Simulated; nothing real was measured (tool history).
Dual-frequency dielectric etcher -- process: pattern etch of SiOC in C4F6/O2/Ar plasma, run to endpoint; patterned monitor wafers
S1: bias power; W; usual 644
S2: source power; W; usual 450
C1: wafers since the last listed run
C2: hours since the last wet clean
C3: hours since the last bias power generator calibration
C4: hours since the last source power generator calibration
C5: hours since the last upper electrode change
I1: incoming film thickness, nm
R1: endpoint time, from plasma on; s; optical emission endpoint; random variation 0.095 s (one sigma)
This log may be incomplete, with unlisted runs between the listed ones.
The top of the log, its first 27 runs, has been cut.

{"run": 28, "hour": 672.2, "S1": 644, "S2": 450, "C1": 254, "C2": 27.1, "C3": 91.0, "C4": 115.8, "C5": 320.0, "I1": 43.98, "R1": 13.9}
{"run": 29, "hour": 701.4, "S1": 644, "S2": 450, "C1": 534, "C2": 56.3, "C3": 120.2, "C4": 145.0, "C5": 349.2, "I1": 44.22, "R1": 13.9}
{"run": 30, "hour": 750.1, "S1": 644, "S2": 450, "C1": 891, "C2": 105.0, "C3": 168.9, "C4": 193.7, "C5": 397.9, "I1": 44.12, "R1": 14.0}
{"run": 31, "hour": 781.2, "S1": 599, "S2": 410, "C1": 569, "C2": 136.1, "C3": 200.0, "C4": 224.8, "C5": 429.0, "I1": 44.23, "R1": 14.7}
{"run": 32, "hour": 806.8, "S1": 736, "S2": 340, "C1": 468, "C2": 161.7, "C3": 225.6, "C4": 250.4, "C5": 454.6, "I1": 44.54, "R1": 14.0}
{"run": 33, "hour": 838.0, "S1": 515, "S2": 540, "C1": 571, "C2": 192.9, "C3": 256.8, "C4": 281.6, "C5": 485.8, "I1": 44.43, "R1": 14.6}
{"run": 34, "hour": 864.0, "S1": 719, "S2": 380, "C1": 475, "C2": 218.9, "C3": 282.8, "C4": 307.6, "C5": 511.8, "I1": 44.17, "R1": 13.7}
{"run": 35, "hour": 892.3, "S1": 644, "S2": 450, "C1": 518, "C2": 247.2, "C3": 311.1, "C4": 335.9, "C5": 540.1, "I1": 43.94, "R1": 13.5}
{"run": 36, "hour": 914.6, "S1": 705, "S2": 350, "C1": 408, "C2": 269.5, "C3": 333.4, "C4": 358.2, "C5": 562.4, "I1": 44.45, "R1": 14.1}

Below are 3 alternative next runs, each starting from the tool's condition after run 36. Predict each:
{"run": "A", "hour": 915.0, "S1": 644, "S2": 450, "C1": 7, "C2": 269.9, "C3": 333.8, "C4": 358.6, "C5": 562.8, "I1": 44.25, "R1": "?"}
{"run": "B", "hour": 915.0, "S1": 794, "S2": 450, "C1": 7, "C2": 269.9, "C3": 333.8, "C4": 358.6, "C5": 562.8, "I1": 44.25, "R1": "?"}
{"run": "C", "hour": 915.0, "S1": 593, "S2": 410, "C1": 7, "C2": 269.9, "C3": 333.8, "C4": 358.6, "C5": 562.8, "I1": 44.25, "R1": "?"}

run=A R1=13.6
run=B R1=12.3
run=C R1=14.4
Without the tool's hidden state the same runs would have given:
run=A R1=13.9
run=B R1=12.7
run=C R1=14.8
